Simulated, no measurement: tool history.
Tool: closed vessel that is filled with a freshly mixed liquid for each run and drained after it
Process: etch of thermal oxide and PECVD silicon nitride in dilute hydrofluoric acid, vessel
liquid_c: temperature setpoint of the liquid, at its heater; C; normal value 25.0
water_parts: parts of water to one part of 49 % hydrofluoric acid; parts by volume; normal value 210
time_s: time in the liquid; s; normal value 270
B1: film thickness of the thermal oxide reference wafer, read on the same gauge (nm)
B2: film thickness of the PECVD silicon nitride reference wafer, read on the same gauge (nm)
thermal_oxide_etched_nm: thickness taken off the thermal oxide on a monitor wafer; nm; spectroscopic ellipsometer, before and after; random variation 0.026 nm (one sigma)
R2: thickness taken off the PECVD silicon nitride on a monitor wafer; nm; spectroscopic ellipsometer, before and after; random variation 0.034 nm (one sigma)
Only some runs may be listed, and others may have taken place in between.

run 1 hour=0.0 | liquid_c=22.5 water_parts=155 time_s=270 | B1=70.01 B2=130.00 | thermal_oxide_etched_nm=7.24 R2=7.22
run 2 hour=22.2 | liquid_c=22.5 water_parts=155 time_s=270 | B1=69.97 B2=130.00 | thermal_oxide_etched_nm=7.27 R2=7.31
run 3 hour=41.6 | liquid_c=23.5 water_parts=210 time_s=270 | B1=69.97 B2=130.00 | thermal_oxide_etched_nm=5.35 R2=5.71
run 4 hour=74.5 | liquid_c=23.5 water_parts=210 time_s=270 | B1=69.96 B2=130.01 | thermal_oxide_etched_nm=5.33 R2=5.73
run 5 hour=87.3 | liquid_c=23.5 water_parts=210 time_s=270 | B1=70.01 B2=129.97 | thermal_oxide_etched_nm=5.29 R2=5.68
run 6 hour=109.4 | liquid_c=25.0 water_parts=250 time_s=270 | B1=69.97 B2=130.01 | thermal_oxide_etched_nm=4.58 R2=5.26
-- hour=133.6 hydrofluoric acid flow meter replaced
run 7 hour=136.3 | liquid_c=25.0 water_parts=255 time_s=270 | B1=70.04 B2=130.00 | thermal_oxide_etched_nm=4.09 R2=4.89
run 8 hour=156.1 | liquid_c=25.0 water_parts=255 time_s=270 | B1=69.98 B2=130.00 | thermal_oxide_etched_nm=4.10 R2=4.90
-- hour=190.7 gauge calibrated
run 9 hour=191.0 | liquid_c=25.0 water_parts=255 time_s=270 | B1=70.03 B2=130.00 | thermal_oxide_etched_nm=4.09 R2=4.90
run 10 hour=221.2 | liquid_c=25.0 water_parts=210 time_s=270 | B1=69.99 B2=129.95 | thermal_oxide_etched_nm=5.25 R2=5.84
run 11 hour=254.6 | liquid_c=21.0 water_parts=210 time_s=270 | B1=70.00 B2=130.01 | thermal_oxide_etched_nm=4.53 R2=4.62
run 12 hour=281.2 | liquid_c=21.0 water_parts=280 time_s=375 | B1=70.05 B2=129.98 | thermal_oxide_etched_nm=4.37 R2=4.81
run 13 hour=298.0 | liquid_c=25.0 water_parts=210 time_s=270 | B1=70.03 B2=129.96 | thermal_oxide_etched_nm=5.22 R2=5.93
run 14 hour=322.1 | liquid_c=23.0 water_parts=125 time_s=420 | B1=70.03 B2=129.95 | thermal_oxide_etched_nm=13.87 R2=13.53
run 15 hour=335.1 | liquid_c=25.0 water_parts=210 time_s=270 | B1=69.99 B2=129.98 | thermal_oxide_etched_nm=5.27 R2=6.01
run 16 hour=367.3 | liquid_c=25.0 water_parts=180 time_s=195 | B1=69.94 B2=130.00 | thermal_oxide_etched_nm=4.59 R2=5.01
run 17 hour=445.1 | liquid_c=25.0 water_parts=210 time_s=270 | B1=69.98 B2=130.07 | thermal_oxide_etched_nm=5.27 R2=5.98
-- hour=475.5 thermometer replaced
run 18 hour=479.3 | liquid_c=25.0 water_parts=210 time_s=270 | B1=69.99 B2=130.02 | thermal_oxide_etched_nm=5.25 R2=5.99
run 19 hour=494.8 | liquid_c=25.0 water_parts=110 time_s=370 | B1=69.97 B2=130.01 | thermal_oxide_etched_nm=15.39 R2=15.63
run 20 hour=512.6 | liquid_c=21.5 water_parts=160 time_s=170 | B1=69.98 B2=129.98 | thermal_oxide_etched_nm=4.00 R2=3.92
run 21 hour=538.8 | liquid_c=22.5 water_parts=210 time_s=360 | B1=69.99 B2=130.01 | thermal_oxide_etched_nm=6.41 R2=6.79
run 22 hour=566.5 | liquid_c=20.0 water_parts=260 time_s=315 | B1=70.01 B2=129.99 | thermal_oxide_etched_nm=3.94 R2=4.13
run 23 hour=589.7 | liquid_c=25.0 water_parts=210 time_s=135 | B1=70.05 B2=129.96 | thermal_oxide_etched_nm=2.65 R2=2.99
run 24 hour=663.1 | liquid_c=25.0 water_parts=210 time_s=270 | B1=70.00 B2=129.99 | thermal_oxide_etched_nm=5.29 R2=6.02
run 25 hour=725.8 | liquid_c=29.5 water_parts=275 time_s=220 | B1=69.98 B2=130.02 | thermal_oxide_etched_nm=3.61 R2=4.92

Here are 5 independent what-if runs from the current tool condition. What would each one return?
run A hour=726.5 | liquid_c=25.0 water_parts=135 time_s=270 | B1=? B2=? | thermal_oxide_etched_nm=? R2=?
run B hour=726.5 | liquid_c=25.0 water_parts=125 time_s=160 | B1=? B2=? | thermal_oxide_etched_nm=? R2=?
run C hour=726.5 | liquid_c=26.5 water_parts=275 time_s=200 | B1=? B2=? | thermal_oxide_etched_nm=? R2=?
run D hour=726.5 | liquid_c=25.0 water_parts=210 time_s=420 | B1=? B2=? | thermal_oxide_etched_nm=? R2=?
run E hour=726.5 | liquid_c=25.0 water_parts=140 time_s=155 | B1=? B2=? | thermal_oxide_etched_nm=? R2=?

run=A B1=70.01 B2=129.99 thermal_oxide_etched_nm=9.03 R2=9.35
run=B B1=70.01 B2=129.99 thermal_oxide_etched_nm=5.85 R2=5.98
run=C B1=70.01 B2=129.99 thermal_oxide_etched_nm=2.98 R2=3.74
run=D B1=70.01 B2=129.99 thermal_oxide_etched_nm=8.31 R2=9.37
run=E B1=70.01 B2=129.99 thermal_oxide_etched_nm=4.97 R2=5.17
With the hidden condition removed and each run's random variation left untouched, the same runs would have given:
run=A thermal_oxide_etched_nm=8.76 R2=9.11
run=B thermal_oxide_etched_nm=5.67 R2=5.82
run=C thermal_oxide_etched_nm=2.88 R2=3.64
run=D thermal_oxide_etched_nm=8.04 R2=9.13
run=E thermal_oxide_etched_nm=4.82 R2=5.04
